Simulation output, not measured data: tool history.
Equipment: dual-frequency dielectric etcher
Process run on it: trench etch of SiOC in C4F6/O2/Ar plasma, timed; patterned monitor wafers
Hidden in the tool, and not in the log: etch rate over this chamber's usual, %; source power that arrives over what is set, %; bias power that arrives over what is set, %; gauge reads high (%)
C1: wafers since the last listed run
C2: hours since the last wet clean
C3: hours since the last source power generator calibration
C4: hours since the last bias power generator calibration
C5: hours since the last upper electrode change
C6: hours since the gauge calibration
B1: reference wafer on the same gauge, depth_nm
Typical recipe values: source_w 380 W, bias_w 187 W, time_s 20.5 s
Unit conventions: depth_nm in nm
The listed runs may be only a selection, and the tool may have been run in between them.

Run 1, hour 0.0: usual settings; C1 0; C2 395.7; C3 4378.3; C4 2908.4; C5 3364.3; C6 344.2; B1 38.55. Result: depth_nm 42.92 nm.
Run 2, hour 20.1: usual settings; C1 206; C2 415.8; C3 4398.4; C4 2928.5; C5 3384.4; C6 364.3; B1 38.50. Result: depth_nm 42.67 nm.
Run 3, hour 48.2: usual settings; C1 288; C2 443.9; C3 4426.5; C4 2956.6; C5 3412.5; C6 392.4; B1 38.48. Result: depth_nm 42.78 nm.
Run 4, hour 70.9: usual settings; C1 233; C2 466.6; C3 4449.2; C4 2979.3; C5 3435.2; C6 415.1; B1 38.48. Result: depth_nm 42.52 nm.
Run 5, hour 100.4: usual settings; C1 302; C2 496.1; C3 4478.7; C4 3008.8; C5 3464.7; C6 444.6; B1 38.47. Result: depth_nm 42.23 nm.
At hour 107.1: bias power generator calibrated.
Run 6, hour 123.5: usual settings; C1 196; C2 519.2; C3 4501.8; C4 16.4; C5 3487.8; C6 467.7; B1 38.52. Result: depth_nm 42.45 nm.
Run 7, hour 138.0: usual settings; C1 148; C2 533.7; C3 4516.3; C4 30.9; C5 3502.3; C6 482.2; B1 38.55. Result: depth_nm 42.59 nm.
At hour 175.2: wet clean of the chamber.
Run 8, hour 175.7: usual settings; C1 140; C2 0.5; C3 4554.0; C4 68.6; C5 3540.0; C6 519.9; B1 38.48. Result: depth_nm 43.36 nm.
At hour 178.5: gauge calibrated.
Run 9, hour 183.3: usual settings; C1 78; C2 8.1; C3 4561.6; C4 76.2; C5 3547.6; C6 4.8; B1 38.52. Result: depth_nm 43.31 nm.
Run 10, hour 197.8: usual settings but time_s 18.5 s; C1 148; C2 22.6; C3 4576.1; C4 90.7; C5 3562.1; C6 19.3; B1 38.48. Result: depth_nm 39.02 nm.
Run 11, hour 210.0: usual settings but source_w 290 W; C1 125; C2 34.8; C3 4588.3; C4 102.9; C5 3574.3; C6 31.5; B1 38.47. Result: depth_nm 40.03 nm.
Run 12, hour 245.4: usual settings but source_w 460 W, bias_w 217 W, time_s 16.0 s; C1 363; C2 70.2; C3 4623.7; C4 138.3; C5 3609.7; C6 66.9; B1 38.52. Result: depth_nm 37.69 nm.
Run 13, hour 261.6: usual settings; C1 166; C2 86.4; C3 4639.9; C4 154.5; C5 3625.9; C6 83.1; B1 38.48. Result: depth_nm 43.05 nm.
Run 14, hour 283.7: usual settings but source_w 320 W, bias_w 173 W, time_s 14.5 s; C1 226; C2 108.5; C3 4662.0; C4 176.6; C5 3648.0; C6 105.2; B1 38.52. Result: depth_nm 28.16 nm.
Run 15, hour 302.9: usual settings; C1 197; C2 127.7; C3 4681.2; C4 195.8; C5 3667.2; C6 124.4; B1 38.52. Result: depth_nm 43.24 nm.
Run 16, hour 321.4: usual settings; C1 189; C2 146.2; C3 4699.7; C4 214.3; C5 3685.7; C6 142.9; B1 38.52. Result: depth_nm 43.24 nm.
Run 17, hour 346.5: usual settings but time_s 18.0 s; C1 257; C2 171.3; C3 4724.8; C4 239.4; C5 3710.8; C6 168.0; B1 38.50. Result: depth_nm 38.03 nm.
Run 18, hour 366.3: usual settings but source_w 320 W, bias_w 221 W; C1 203; C2 191.1; C3 4744.6; C4 259.2; C5 3730.6; C6 187.8; B1 38.48. Result: depth_nm 43.61 nm.
Run 19, hour 381.9: usual settings but time_s 25.0 s; C1 160; C2 206.7; C3 4760.2; C4 274.8; C5 3746.2; C6 203.4; B1 38.52. Result: depth_nm 52.60 nm.
At hour 388.3: source power generator calibrated.
Run 20, hour 408.7: usual settings but source_w 310 W, bias_w 150 W, time_s 18.5 s; C1 234; C2 233.5; C3 20.4; C4 301.6; C5 3773.0; C6 230.2; B1 38.53. Result: depth_nm 33.42 nm.
At hour 450.9: upper electrode replaced.
Run 21, hour 451.4: usual settings; C1 192; C2 276.2; C3 63.1; C4 344.3; C5 0.5; C6 272.9; B1 38.48. Result: depth_nm 43.02 nm.
Run 22, hour 463.3: usual settings but bias_w 208 W; C1 122; C2 288.1; C3 75.0; C4 356.2; C5 12.4; C6 284.8; B1 38.54. Result: depth_nm 44.70 nm.
Run 23, hour 496.2: usual settings but source_w 420 W, bias_w 223 W, time_s 23.0 s; C1 337; C2 321.0; C3 107.9; C4 389.1; C5 45.3; C6 317.7; B1 38.51. Result: depth_nm 53.03 nm.
Run 24, hour 517.6: usual settings; C1 219; C2 342.4; C3 129.3; C4 410.5; C5 66.7; C6 339.1; B1 38.51. Result: depth_nm 42.84 nm.
Run 25, hour 548.3: usual settings; C1 315; C2 373.1; C3 160.0; C4 441.2; C5 97.4; C6 369.8; B1 38.50. Result: depth_nm 42.87 nm.
Run 26, hour 567.3: usual settings but bias_w 202 W, time_s 25.5 s; C1 195; C2 392.1; C3 179.0; C4 460.2; C5 116.4; C6 388.8; B1 38.52. Result: depth_nm 55.06 nm.
Run 27, hour 582.3: usual settings but source_w 420 W, bias_w 167 W, time_s 17.5 s; C1 154; C2 407.1; C3 194.0; C4 475.2; C5 131.4; C6 403.8; B1 38.50. Result: depth_nm 35.91 nm.
Run 28, hour 612.2: usual settings but source_w 280 W, bias_w 165 W; C1 307; C2 437.0; C3 223.9; C4 505.1; C5 161.3; C6 433.7; B1 38.49. Result: depth_nm 37.27 nm.
Run 29, hour 641.0: usual settings but source_w 470 W, bias_w 220 W, time_s 26.0 s; C1 295; C2 465.8; C3 252.7; C4 533.9; C5 190.1; C6 462.5; B1 38.50. Result: depth_nm 61.13 nm.
Run 30, hour 670.5: usual settings but time_s 22.0 s; C1 302; C2 495.3; C3 282.2; C4 563.4; C5 219.6; C6 492.0; B1 38.47. Result: depth_nm 45.74 nm.

How the hidden state differs across the entries between the runs, from the last listed run before each to the first after it:
After run 5, before run 6: bias power generator calibrated (hour 107.1)
  etch rate over this chamber's usual, %: -1.91 -> -2
  the result without the hidden state subtracted from the measured one, depth_nm: -0.82 -> -0.87 nm
After run 7, before run 8: wet clean of the chamber (hour 175.2)
  etch rate over this chamber's usual, %: -2.06 -> 0.171
  the result without the hidden state subtracted from the measured one, depth_nm: -0.89 -> +0.07 nm
After run 8, before run 9: gauge calibrated (hour 178.5)
  etch rate over this chamber's usual, %: 0.171 -> 0.141
  the result without the hidden state subtracted from the measured one, depth_nm: +0.07 -> +0.06 nm
After run 19, before run 20: source power generator calibrated (hour 388.3)
  etch rate over this chamber's usual, %: -0.621 -> -0.723
  the result without the hidden state subtracted from the measured one, depth_nm: -0.33 -> -0.25 nm
After run 20, before run 21: upper electrode replaced (hour 450.9)
  etch rate over this chamber's usual, %: -0.723 -> -0.887
  the result without the hidden state subtracted from the measured one, depth_nm: -0.25 -> -0.38 nm
